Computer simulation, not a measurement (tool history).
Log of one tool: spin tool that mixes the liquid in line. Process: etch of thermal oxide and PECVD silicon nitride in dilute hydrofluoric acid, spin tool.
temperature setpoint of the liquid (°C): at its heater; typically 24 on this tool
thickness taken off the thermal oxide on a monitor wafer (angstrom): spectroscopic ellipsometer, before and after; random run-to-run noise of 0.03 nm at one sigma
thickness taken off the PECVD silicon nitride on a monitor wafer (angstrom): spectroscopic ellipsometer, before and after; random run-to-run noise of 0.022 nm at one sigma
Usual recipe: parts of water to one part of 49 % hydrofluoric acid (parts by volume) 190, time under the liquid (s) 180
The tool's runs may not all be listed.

run    hour  temperature setpoint of the liquid (°C)  parts of water to one part of 49 % hydrofluoric acid (parts by volume)  time under the liquid (s)  wafers since the last listed run  hours since the thermometer was replaced  hours since the hydrofluoric acid flow meter was replaced  hours since the gauge calibration  read-back film thickness of the thermal oxide reference wafer, read on the same gauge (nm)  read-back film thickness of the PECVD silicon nitride reference wafer, read on the same gauge (nm)  thickness taken off the thermal oxide on a monitor wafer (angstrom)  thickness taken off the PECVD silicon nitride on a monitor wafer (angstrom)
  1       0                                     25.5                                                                     190                        180                                 0                                      1638                                                     1376.3                                6.9                                                                                     110.012                                                                                              59.986                                                                39.94                                                                        36.85
  2    40.7                                       24                                                                     190                        180                               378                                    1678.7                                                       1417                               47.6                                                                                     110.013                                                                                              59.978                                                                37.71                                                                        33.33
  3    83.4                                       24                                                                     260                        180                               397                                    1721.4                                                     1459.7                               90.3                                                                                         110                                                                                              60.009                                                                25.68                                                                        24.22
  4   122.2                                       24                                                                     255                        180                               361                                    1760.2                                                     1498.5                              129.1                                                                                      110.01                                                                                              60.008                                                                26.62                                                                        24.56
  5   156.2                                       24                                                                     190                        180                               316                                    1794.2                                                     1532.5                              163.1                                                                                     109.987                                                                                              60.012                                                                37.18                                                                        32.74
      180.7  -- hydrofluoric acid flow meter replaced
  6     211                                       28                                                                     130                        290                               500                                      1849                                                       30.3                              217.9                                                                                     110.005                                                                                              59.992                                                               105.02                                                                        96.77
      223.1  -- thermometer replaced
  7   276.5                                       24                                                                     220                        180                               600                                      53.4                                                       95.8                              283.4                                                                                     110.001                                                                                                  60                                                                33.43                                                                         32.4
  8     319                                     20.5                                                                     190                        180                               395                                      95.9                                                      138.3                              325.9                                                                                     109.996                                                                                              60.005                                                                34.71                                                                        29.72
  9     363                                       21                                                                     110                         75                               409                                     139.9                                                      182.3                              369.9                                                                                     110.002                                                                                               60.02                                                                27.81                                                                        21.68
 10   404.3                                       27                                                                     235                        115                               384                                     181.2                                                      223.6                              411.2                                                                                     110.027                                                                                              60.013                                                                21.98                                                                         22.9
 11     463                                       24                                                                     190                        180                               546                                     239.9                                                      282.3                              469.9                                                                                     110.006                                                                                              60.022                                                                 39.2                                                                        37.18
 12     570                                       24                                                                     190                        180                               995                                     346.9                                                      389.3                              576.9                                                                                     110.005                                                                                              60.032                                                                39.24                                                                        36.53
 13     607                                       24                                                                     190                        180                               344                                     383.9                                                      426.3                              613.9                                                                                     110.012                                                                                               60.01                                                                40.07                                                                        36.77
 14   652.8                                       24                                                                     190                        180                               426                                     429.7                                                      472.1                              659.7                                                                                         110                                                                                              60.002                                                                38.63                                                                         36.3
 15   705.8                                       27                                                                     190                        265                               493                                     482.7                                                      525.1                              712.7                                                                                     109.988                                                                                              60.002                                                                63.89                                                                        64.36
 16   841.7                                     26.5                                                                     230                        180                              1264                                     618.6                                                        661                              848.6                                                                                     110.019                                                                                              60.004                                                                34.09                                                                        34.96
 17   911.5                                       24                                                                     190                        180                               649                                     688.4                                                      730.8                              918.4                                                                                      110.02                                                                                              59.967                                                                39.28                                                                        35.97
 18   968.8                                     27.5                                                                     270                        290                               533                                     745.7                                                      788.1                              975.7                                                                                     109.994                                                                                              59.989                                                                45.86                                                                        50.28
 19  1028.5                                     28.5                                                                     275                         70                               555                                     805.4                                                      847.8                             1035.4                                                                                     109.994                                                                                              59.985                                                                 11.3                                                                        12.74
 20  1097.1                                       26                                                                     105                        140                               638                                       874                                                      916.4                               1104                                                                                     109.985                                                                                              59.975                                                                65.17                                                                        56.13
 21  1123.9                                     25.5                                                                     190                        180                               249                                     900.8                                                      943.2                             1130.8                                                                                     110.008                                                                                              60.002                                                                41.29                                                                        38.95
 22  1149.9                                       20                                                                     220                        180                               241                                     926.8                                                      969.2                             1156.8                                                                                     110.033                                                                                              59.999                                                                28.06                                                                        23.72
 23  1204.3                                       24                                                                     190                         80                               506                                     981.2                                                     1023.6                             1211.2                                                                                     110.023                                                                                              60.025                                                                17.15                                                                        15.55
 24  1241.6                                     22.5                                                                     240                         75                               347                                    1018.5                                                     1060.9                             1248.5                                                                                     109.992                                                                                              60.004                                                                11.55                                                                        10.55

Pick out some run-to-run changes in thickness taken off the thermal oxide on a monitor wafer (angstrom). Of each, how much would a tool without hidden state show as well, from the settings, what came in and chance, and how much is left for the hidden state and any gauge scatter not in both results compared?
Hidden state at play: liquid colder than its thermometer reads (K); hydrofluoric acid flow above the setpoint (%); gauge reads high (%).
Run 5 -> 6: temperature setpoint of the liquid (°C) 24 -> 28, parts of water to one part of 49 % hydrofluoric acid (parts by volume) 190 -> 130, time under the liquid (s) 180 -> 290, hydrofluoric acid flow meter replaced. thickness taken off the thermal oxide on a monitor wafer (angstrom) +67.84: hidden state -8.65, all else +76.49.
Run 6 -> 7: temperature setpoint of the liquid (°C) 28 -> 24, parts of water to one part of 49 % hydrofluoric acid (parts by volume) 130 -> 220, time under the liquid (s) 290 -> 180, thermometer replaced. thickness taken off the thermal oxide on a monitor wafer (angstrom) -71.59: hidden state +10.74, all else -82.33.

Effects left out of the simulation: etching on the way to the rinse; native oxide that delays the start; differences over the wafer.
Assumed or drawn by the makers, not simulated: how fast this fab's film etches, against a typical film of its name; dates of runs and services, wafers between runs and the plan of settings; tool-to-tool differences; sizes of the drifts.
